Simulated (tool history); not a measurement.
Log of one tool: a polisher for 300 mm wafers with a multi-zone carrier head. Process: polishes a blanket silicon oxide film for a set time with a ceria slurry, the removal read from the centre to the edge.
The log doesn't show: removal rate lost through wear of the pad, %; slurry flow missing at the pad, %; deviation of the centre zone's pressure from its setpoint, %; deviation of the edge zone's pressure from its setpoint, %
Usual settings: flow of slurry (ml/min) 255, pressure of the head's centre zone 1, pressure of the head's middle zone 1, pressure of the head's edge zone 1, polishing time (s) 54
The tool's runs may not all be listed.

| run | day | flow of slurry (ml/min) | pressure of the head's centre zone | pressure of the head's middle zone | pressure of the head's edge zone | polishing time (s) | wafers since the last listed run | wafers polished on this pad | hours since the slurry nozzle was cleaned | hours since the centre zone pressure was calibrated | hours since the edge zone pressure was calibrated | hours since the carrier head's membrane was replaced | incoming thickness of the incoming film, nm | film removed at the wafer's centre (Å) | film removed at mid-radius (Å) | film removed at the wafer's edge (Å) |
|---|---|---|---|---|---|---|---|---|---|---|---|---|---|---|---|---|
| 1 | 0 | 295 | 1 | 1 | 1 | 54 | 0 | 1617 | 198.5 | 1063.3 | 1061.6 | 1391.1 | 940.5 | 1909 | 2129 | 2091 |
|  | 0.462 | worn pad replaced by a new one |
| 2 | 0.788 | 255 | 1 | 1 | 1 | 54 | 118 | 62 | 217.4 | 1082.2 | 1080.5 | 1410 | 933.6 | 1848 | 2054 | 2051 |
| 3 | 1.512 | 255 | 1 | 1 | 1 | 54 | 138 | 200 | 234.8 | 1099.6 | 1097.9 | 1427.4 | 942.3 | 1843 | 2070 | 2093 |
| 4 | 2.996 | 255 | 1 | 1 | 1 | 54 | 283 | 483 | 270.4 | 1135.2 | 1133.5 | 1463 | 940.1 | 1839 | 2062 | 2063 |
| 5 | 3.892 | 255 | 1.03 | 1 | 1.03 | 54 | 170 | 654 | 291.9 | 1156.7 | 1155 | 1484.5 | 930.8 | 1825 | 2026 | 2095 |
| 6 | 4.425 | 255 | 1.03 | 1 | 1.03 | 54 | 101 | 756 | 304.7 | 1169.5 | 1167.8 | 1497.3 | 941.5 | 1854 | 2035 | 2065 |
| 7 | 5.121 | 255 | 1 | 1 | 1 | 54 | 132 | 889 | 321.4 | 1186.2 | 1184.5 | 1514 | 931 | 1754 | 2054 | 2050 |
| 8 | 5.646 | 255 | 1.03 | 1 | 1 | 54 | 100 | 989 | 334 | 1198.8 | 1197.1 | 1526.6 | 947.3 | 1838 | 2052 | 2070 |
| 9 | 6.721 | 220 | 0.88 | 1 | 0.97 | 60 | 205 | 1194 | 359.8 | 1224.6 | 1222.9 | 1552.4 | 930.5 | 1713 | 2184 | 2169 |
|  | 7.967 | centre zone pressure recalibrated |
|  | 8.596 | carrier head's membrane replaced by a new one |
|  | 9.492 | worn pad replaced by a new one |
|  | 9.542 | slurry nozzle cleaned |
| 10 | 9.729 | 185 | 1 | 1 | 1.09 | 45 | 478 | 37 | 4.5 | 42.3 | 1295.1 | 27.2 | 946.6 | 1663 | 1727 | 1798 |
| 11 | 10.571 | 255 | 1 | 1.09 | 1.05 | 38 | 160 | 197 | 24.7 | 62.5 | 1315.3 | 47.4 | 927.8 | 1464 | 1633 | 1542 |
| 12 | 11.562 | 255 | 1 | 1 | 0.91 | 40 | 189 | 387 | 48.5 | 86.3 | 1339.1 | 71.2 | 946 | 1540 | 1585 | 1512 |
|  | 14.746 | edge zone pressure recalibrated |
| 13 | 14.825 | 295 | 1 | 1 | 1 | 54 | 606 | 993 | 126.8 | 164.6 | 1.9 | 149.5 | 917.9 | 2112 | 2152 | 2122 |
| 14 | 16.112 | 180 | 1 | 1 | 1 | 47 | 245 | 1239 | 157.7 | 195.5 | 32.8 | 180.4 | 931.8 | 1648 | 1698 | 1733 |
|  | 16.442 | worn pad replaced by a new one |
| 15 | 16.867 | 305 | 0.97 | 0.95 | 1 | 42 | 112 | 80 | 175.8 | 213.6 | 50.9 | 198.5 | 931.6 | 1549 | 1615 | 1647 |
| 16 | 17.908 | 295 | 1.07 | 1 | 1 | 54 | 198 | 279 | 200.8 | 238.6 | 75.9 | 223.5 | 931.6 | 2167 | 2098 | 2078 |
| 17 | 22.2 | 255 | 1.06 | 1.11 | 0.92 | 54 | 818 | 1098 | 303.8 | 341.6 | 178.9 | 326.5 | 916.9 | 2040 | 2208 | 1950 |
| 18 | 23.208 | 255 | 1 | 1 | 1 | 54 | 192 | 1290 | 328 | 365.8 | 203.1 | 350.7 | 935 | 1956 | 2018 | 2036 |
| 19 | 24.212 | 255 | 1 | 1 | 1 | 60 | 191 | 1482 | 352.1 | 389.9 | 227.2 | 374.8 | 925.2 | 2150 | 2231 | 2269 |
|  | 24.875 | worn pad replaced by a new one |
| 20 | 25.325 | 220 | 0.88 | 1 | 0.97 | 60 | 180 | 86 | 378.8 | 416.6 | 253.9 | 401.5 | 932 | 1859 | 2180 | 2175 |
| 21 | 26.379 | 325 | 1 | 0.97 | 1 | 54 | 201 | 287 | 404.1 | 441.9 | 279.2 | 426.8 | 938.8 | 1999 | 2075 | 2090 |
| 22 | 28.75 | 255 | 1.08 | 1 | 1 | 38 | 452 | 739 | 461 | 498.8 | 336.1 | 483.7 | 937.1 | 1451 | 1430 | 1429 |
|  | 29.512 | slurry nozzle cleaned |
| 23 | 30.017 | 255 | 1 | 1 | 0.94 | 54 | 233 | 973 | 12.1 | 529.2 | 366.5 | 514.1 | 933 | 2036 | 2181 | 2054 |

3 ways to go on from here, each from the tool as it stands after run 23. What would each give?
| A | 30.033 | 255 | 1 | 1 | 1 | 54 | 3 | 976 | 12.5 | 529.6 | 366.9 | 514.5 | 928 | ? | ? | ? |
| B | 30.033 | 230 | 1 | 1 | 1 | 54 | 3 | 976 | 12.5 | 529.6 | 366.9 | 514.5 | 928 | ? | ? | ? |
| C | 30.033 | 255 | 0.95 | 1 | 1 | 54 | 3 | 976 | 12.5 | 529.6 | 366.9 | 514.5 | 928 | ? | ? | ? |

| run | film removed at the wafer's centre (Å) | film removed at mid-radius (Å) | film removed at the wafer's edge (Å) |
|---|---|---|---|
| A | 2081 | 2167 | 2138 |
| B | 2049 | 2138 | 2116 |
| C | 1985 | 2168 | 2138 |
Without the tool's hidden state the same runs would have given:
| run | film removed at the wafer's centre (Å) | film removed at mid-radius (Å) | film removed at the wafer's edge (Å) |
|---|---|---|---|
| A | 2139 | 2179 | 2146 |
| B | 2108 | 2150 | 2126 |
| C | 2041 | 2179 | 2146 |
